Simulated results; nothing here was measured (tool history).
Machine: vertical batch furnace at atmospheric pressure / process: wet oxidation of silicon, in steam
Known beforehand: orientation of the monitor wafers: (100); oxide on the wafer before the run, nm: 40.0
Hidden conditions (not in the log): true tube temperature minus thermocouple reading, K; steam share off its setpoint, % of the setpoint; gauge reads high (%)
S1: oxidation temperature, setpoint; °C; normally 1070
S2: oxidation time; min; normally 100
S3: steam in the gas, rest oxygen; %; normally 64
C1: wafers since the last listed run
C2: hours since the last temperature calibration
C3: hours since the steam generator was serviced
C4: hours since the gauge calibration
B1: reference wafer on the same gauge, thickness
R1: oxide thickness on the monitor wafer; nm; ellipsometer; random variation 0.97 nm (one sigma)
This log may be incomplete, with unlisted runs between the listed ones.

run 1 hour=0 | S1=1090 S2=84 S3=64 | C1=0 C2=3063.7 C3=3947.9 C4=120.9 | B1=652.77 | R1=635.36
run 2 hour=10.3 | S1=1090 S2=84 S3=64 | C1=157 C2=3074 C3=3958.2 C4=131.2 | B1=652.83 | R1=636.28
run 3 hour=20.4 | S1=1070 S2=100 S3=64 | C1=153 C2=3084.1 C3=3968.3 C4=141.3 | B1=653.08 | R1=647.15
run 4 hour=40.5 | S1=1070 S2=100 S3=64 | C1=306 C2=3104.2 C3=3988.4 C4=161.4 | B1=652.83 | R1=648.65
run 5 hour=58.7 | S1=1070 S2=100 S3=64 | C1=277 C2=3122.4 C3=4006.6 C4=179.6 | B1=653.04 | R1=647.31
run 6 hour=72.7 | S1=1077 S2=100 S3=64 | C1=213 C2=3136.4 C3=4020.6 C4=193.6 | B1=653.3 | R1=664.81
run 7 hour=86.8 | S1=1077 S2=100 S3=64 | C1=214 C2=3150.5 C3=4034.7 C4=207.7 | B1=652.86 | R1=667.29
run 8 hour=96.9 | S1=1077 S2=100 S3=64 | C1=153 C2=3160.6 C3=4044.8 C4=217.8 | B1=653.56 | R1=666.11
-- hour=146 gauge calibrated
-- hour=153.3 thermocouples replaced and temperature profile calibrated
run 9 hour=153.8 | S1=1077 S2=100 S3=64 | C1=501 C2=0.5 C3=4101.7 C4=7.8 | B1=652.79 | R1=667.69
run 10 hour=168.4 | S1=1049 S2=81.5 S3=60 | C1=222 C2=15.1 C3=4116.3 C4=22.4 | B1=652.93 | R1=502.16
run 11 hour=185.5 | S1=1070 S2=100 S3=64 | C1=260 C2=32.2 C3=4133.4 C4=39.5 | B1=652.94 | R1=649.4
-- hour=223 steam generator serviced
run 12 hour=223.5 | S1=1050 S2=100 S3=64 | C1=213 C2=70.2 C3=0.5 C4=77.5 | B1=653.1 | R1=593.07
run 13 hour=228.8 | S1=1090 S2=100 S3=61 | C1=80 C2=75.5 C3=5.8 C4=82.8 | B1=653.18 | R1=683.24
run 14 hour=247.3 | S1=1070 S2=100 S3=76 | C1=282 C2=94 C3=24.3 C4=101.3 | B1=653.15 | R1=714.16
run 15 hour=269.2 | S1=1091 S2=100 S3=70 | C1=333 C2=115.9 C3=46.2 C4=123.2 | B1=652.96 | R1=741.97
run 16 hour=277.6 | S1=1086 S2=139.5 S3=74 | C1=128 C2=124.3 C3=54.6 C4=131.6 | B1=652.7 | R1=898.98
run 17 hour=316.9 | S1=1070 S2=100 S3=64 | C1=599 C2=163.6 C3=93.9 C4=170.9 | B1=652.86 | R1=650.11

Branching from run 17: 4 alternative next runs. What would each branch give?
run A hour=322.3 | S1=1070 S2=100 S3=72 | C1=82 C2=169 C3=99.3 C4=176.3 | B1=? | R1=?
run B hour=322.3 | S1=1070 S2=100 S3=52 | C1=82 C2=169 C3=99.3 C4=176.3 | B1=? | R1=?
run C hour=322.3 | S1=1050 S2=66 S3=68 | C1=82 C2=169 C3=99.3 C4=176.3 | B1=? | R1=?
run D hour=322.3 | S1=1050 S2=56.5 S3=72 | C1=82 C2=169 C3=99.3 C4=176.3 | B1=? | R1=?

run=A B1=652.97 R1=690.26
run=B B1=652.97 R1=573.8
run=C B1=652.97 R1=477.94
run=D B1=652.97 R1=450.74
What these runs would have given with no unlogged condition in the tool:
run=A R1=690.26
run=B R1=573.8
run=C R1=477.94
run=D R1=450.74
